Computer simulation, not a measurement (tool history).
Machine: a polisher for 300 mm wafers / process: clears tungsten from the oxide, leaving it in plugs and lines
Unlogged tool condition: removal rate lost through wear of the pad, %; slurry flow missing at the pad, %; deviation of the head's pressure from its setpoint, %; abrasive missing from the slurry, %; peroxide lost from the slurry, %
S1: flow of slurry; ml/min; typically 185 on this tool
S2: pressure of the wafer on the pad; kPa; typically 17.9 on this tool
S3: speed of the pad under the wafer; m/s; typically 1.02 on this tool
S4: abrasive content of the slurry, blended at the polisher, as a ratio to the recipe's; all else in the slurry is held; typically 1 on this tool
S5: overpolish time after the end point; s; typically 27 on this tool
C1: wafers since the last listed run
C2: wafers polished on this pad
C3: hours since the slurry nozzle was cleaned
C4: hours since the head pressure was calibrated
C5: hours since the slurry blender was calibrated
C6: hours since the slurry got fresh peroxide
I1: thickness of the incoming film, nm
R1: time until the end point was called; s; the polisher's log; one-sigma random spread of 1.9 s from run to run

run   hour   S1    S2    S3    S4  S5   C1    C2     C3     C4     C5     C6     I1     R1
  1      0  150  17.9  1.02     1  27    0    75  540.9  512.7     35    2.7    407  118.7
  2     18  150  17.9  1.02     1  27  120   196  558.9  530.7     53   20.7  414.3  122.4
  3   33.5  185  17.9  1.02     1  27  104   300  574.4  546.2   68.5   36.2  411.9  119.8
  4   40.6  185  17.9  1.02     1  27   47   348  581.5  553.3   75.6   43.3  413.8  120.4
  5   52.4  185  14.5  1.02     1  27   79   427  593.3  565.1   87.4   55.1  413.8  145.9
  6   59.2  185  17.9  1.02     1  27   45   473  600.1  571.9   94.2   61.9  410.2  123.1
  7   71.8  215  17.9  0.86     1  20   84   558  612.7  584.5  106.8   74.5  411.3  134.3
  8   81.1  220  21.4  1.02     1  38   62   620    622  593.8  116.1   83.8  406.5  101.5
  9   97.7  185  17.9  1.02   0.9  27  111   732  638.6  610.4  132.7  100.4  414.8  126.7
 10  113.1  185  17.9  1.02  0.75  11  103   835    654  625.8  148.1  115.8  413.8  131.7
     118.2  -- slurry nozzle cleaned
     122.4  -- slurry tank refilled with fresh slurry and peroxide
 11  135.1  185  17.9  0.74   1.1  21  134   970   16.9  647.8  170.1   12.7  412.3  156.7
 12  145.2  185  20.7   0.7     1  27   67  1038     27  657.9  180.2   22.8    408    141
     150.3  -- worn pad replaced by a new one, of another model than before
     151.1  -- head pressure recalibrated
 13  151.4  185  17.9  1.02     1  27    9     2   33.2    0.3  186.4     29  410.6  112.1
 14  160.8  185  17.9  1.02     1  27   63    65   42.6    9.7  195.8   38.4  408.4  114.2
 15  175.2  185  17.9  0.74   0.8  27   96   162     57   24.1  210.2   52.8    409  132.3
 16  187.3  185  17.9  0.78     1  27   81   243   69.1   36.2  222.3   64.9  418.3  123.2
 17    205  185  17.9  1.14     1  27  118   362   86.8   53.9    240   82.6    410  117.3
 18  218.3  185  17.9  1.02     1  27   89   451  100.1   67.2  253.3   95.9  404.8  114.1
     226.9  -- slurry tank refilled with fresh slurry and peroxide
 19  227.9  185  17.9  0.88  0.75  31   57   509  109.7   76.8  262.9      1  418.8  133.7
 20  244.1  145  17.9  1.02     1  32  108   618  125.9     93  279.1   17.2  409.6  128.3
 21  254.7  130  17.9   1.3  1.15  11   71   689  136.5  103.6  289.7   27.8  410.9  127.2
 22  272.6  185  17.9  1.02     1  27  120   809  154.4  121.5  307.6   45.7  408.1  122.2
     291.4  -- slurry blender recalibrated
 23  305.6  185  17.9  1.02     1  27  208  1018  187.4  154.5   14.2   78.7  410.3  125.1
 24  312.1  185  17.9  1.02  0.75  27   43  1061  193.9    161   20.7   85.2  409.9  131.6
 25  321.5  160  17.9  1.02     1  16   63  1124  203.3  170.4   30.1   94.6    415  135.2
     337.7  -- worn pad replaced by a new one
 26  338.2  230  15.9  1.02     1  27   85     3    220  187.1   46.8  111.3  411.1  119.1
     342.7  -- slurry tank refilled with fresh slurry and peroxide
 27    348  185  17.9  1.02   1.2  27   59    62  229.8  196.9   56.6    5.3  408.8  110.3

Results per run with the tool's hidden condition removed, run-to-run variation unchanged:
run     R1
  1  115.8
  2  117.8
  3  113.9
  4  113.9
  5  136.8
  6  114.8
  7  124.1
  8   93.1
  9  114.6
 10  117.7
 11  137.6
 12  122.8
 13  111.9
 14  113.2
 15  129.8
 16  119.8
 17  112.6
 18  108.4
 19  126.1
 20  119.5
 21  117.6
 22  111.3
 23    111
 24  116.2
 25  118.4
 26  118.1
 27  108.5
